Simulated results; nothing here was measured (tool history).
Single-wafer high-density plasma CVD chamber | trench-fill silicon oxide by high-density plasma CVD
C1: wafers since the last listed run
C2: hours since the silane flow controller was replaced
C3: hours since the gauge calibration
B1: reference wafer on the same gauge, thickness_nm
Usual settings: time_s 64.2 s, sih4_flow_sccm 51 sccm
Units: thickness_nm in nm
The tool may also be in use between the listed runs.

run 1 day=0 | time_s=64.2 sih4_flow_sccm=56 | C1=0 C2=844.5 C3=293.9 | B1=344.061 | thickness_nm=348.798
run 2 day=2.479 | time_s=64.2 sih4_flow_sccm=56 | C1=1060 C2=904 C3=353.4 | B1=344.028 | thickness_nm=350.693
run 3 day=4.554 | time_s=64.2 sih4_flow_sccm=56 | C1=887 C2=953.8 C3=403.2 | B1=344.047 | thickness_nm=349.535
run 4 day=5.7 | time_s=64.2 sih4_flow_sccm=58 | C1=489 C2=981.3 C3=430.7 | B1=344.073 | thickness_nm=361.094
run 5 day=8.242 | time_s=64.2 sih4_flow_sccm=58 | C1=1086 C2=1042.3 C3=491.7 | B1=343.964 | thickness_nm=361.442
run 6 day=9.929 | time_s=69.8 sih4_flow_sccm=55 | C1=721 C2=1082.8 C3=532.2 | B1=343.826 | thickness_nm=373.168
run 7 day=11.238 | time_s=69.8 sih4_flow_sccm=55 | C1=559 C2=1114.2 C3=563.6 | B1=344.107 | thickness_nm=371.5
run 8 day=15.742 | time_s=69.8 sih4_flow_sccm=55 | C1=1925 C2=1222.3 C3=671.7 | B1=344.089 | thickness_nm=371.002
run 9 day=17.942 | time_s=64.2 sih4_flow_sccm=51 | C1=940 C2=1275.1 C3=724.5 | B1=343.936 | thickness_nm=316.219
run 10 day=18.954 | time_s=64.2 sih4_flow_sccm=44 | C1=432 C2=1299.4 C3=748.8 | B1=344.061 | thickness_nm=272.394
run 11 day=20.658 | time_s=64.2 sih4_flow_sccm=44 | C1=728 C2=1340.3 C3=789.7 | B1=344.081 | thickness_nm=272.604
run 12 day=22.829 | time_s=64.2 sih4_flow_sccm=44 | C1=928 C2=1392.4 C3=841.8 | B1=343.925 | thickness_nm=271.802
run 13 day=24.675 | time_s=59.7 sih4_flow_sccm=59 | C1=789 C2=1436.7 C3=886.1 | B1=344.115 | thickness_nm=338.588
run 14 day=27.108 | time_s=64.2 sih4_flow_sccm=51 | C1=1040 C2=1495.1 C3=944.5 | B1=343.946 | thickness_nm=313.545
run 15 day=28.65 | time_s=64.2 sih4_flow_sccm=51 | C1=659 C2=1532.1 C3=981.5 | B1=344.053 | thickness_nm=313.177
run 16 day=30.517 | time_s=75.5 sih4_flow_sccm=51 | C1=798 C2=1576.9 C3=1026.3 | B1=343.935 | thickness_nm=367.991
run 17 day=33.1 | time_s=64.2 sih4_flow_sccm=51 | C1=1104 C2=1638.9 C3=1088.3 | B1=343.998 | thickness_nm=312.42
-- day=33.592 gauge calibrated
run 18 day=34.788 | time_s=74.4 sih4_flow_sccm=56 | C1=721 C2=1679.4 C3=28.7 | B1=343.834 | thickness_nm=396.856
run 19 day=36.146 | time_s=60.5 sih4_flow_sccm=60 | C1=580 C2=1712 C3=61.3 | B1=343.813 | thickness_nm=343.622
run 20 day=37.329 | time_s=76.3 sih4_flow_sccm=59 | C1=505 C2=1740.4 C3=89.7 | B1=344.088 | thickness_nm=428.014
run 21 day=38.875 | time_s=55.3 sih4_flow_sccm=48 | C1=661 C2=1777.5 C3=126.8 | B1=344.1 | thickness_nm=251.576
-- day=40.667 silane flow controller replaced
run 22 day=40.688 | time_s=74.6 sih4_flow_sccm=42 | C1=632 C2=0.5 C3=170.3 | B1=343.865 | thickness_nm=308.157
run 23 day=48.854 | time_s=64.2 sih4_flow_sccm=51 | C1=3492 C2=196.5 C3=366.3 | B1=343.88 | thickness_nm=321.292
run 24 day=51.633 | time_s=69.7 sih4_flow_sccm=46 | C1=1188 C2=263.2 C3=433 | B1=344.046 | thickness_nm=313.031

5 ways to go on from here, each from the tool as it stands after run 24. What would each give?
run A day=51.65 | time_s=64.2 sih4_flow_sccm=60 | C1=7 C2=263.6 C3=433.4 | B1=? | thickness_nm=?
run B day=51.65 | time_s=57.6 sih4_flow_sccm=56 | C1=7 C2=263.6 C3=433.4 | B1=? | thickness_nm=?
run C day=51.65 | time_s=51.7 sih4_flow_sccm=51 | C1=7 C2=263.6 C3=433.4 | B1=? | thickness_nm=?
run D day=51.65 | time_s=54.8 sih4_flow_sccm=54 | C1=7 C2=263.6 C3=433.4 | B1=? | thickness_nm=?
run E day=51.65 | time_s=51.5 sih4_flow_sccm=51 | C1=7 C2=263.6 C3=433.4 | B1=? | thickness_nm=?

run=A B1=343.992 thickness_nm=377.114
run=B B1=343.992 thickness_nm=315.789
run=C B1=343.992 thickness_nm=258.135
run=D B1=343.992 thickness_nm=289.708
run=E B1=343.992 thickness_nm=257.137
Without the tool's hidden state the same runs would have given:
run=A thickness_nm=375.289
run=B thickness_nm=314.26
run=C thickness_nm=256.886
run=D thickness_nm=288.306
run=E thickness_nm=255.892

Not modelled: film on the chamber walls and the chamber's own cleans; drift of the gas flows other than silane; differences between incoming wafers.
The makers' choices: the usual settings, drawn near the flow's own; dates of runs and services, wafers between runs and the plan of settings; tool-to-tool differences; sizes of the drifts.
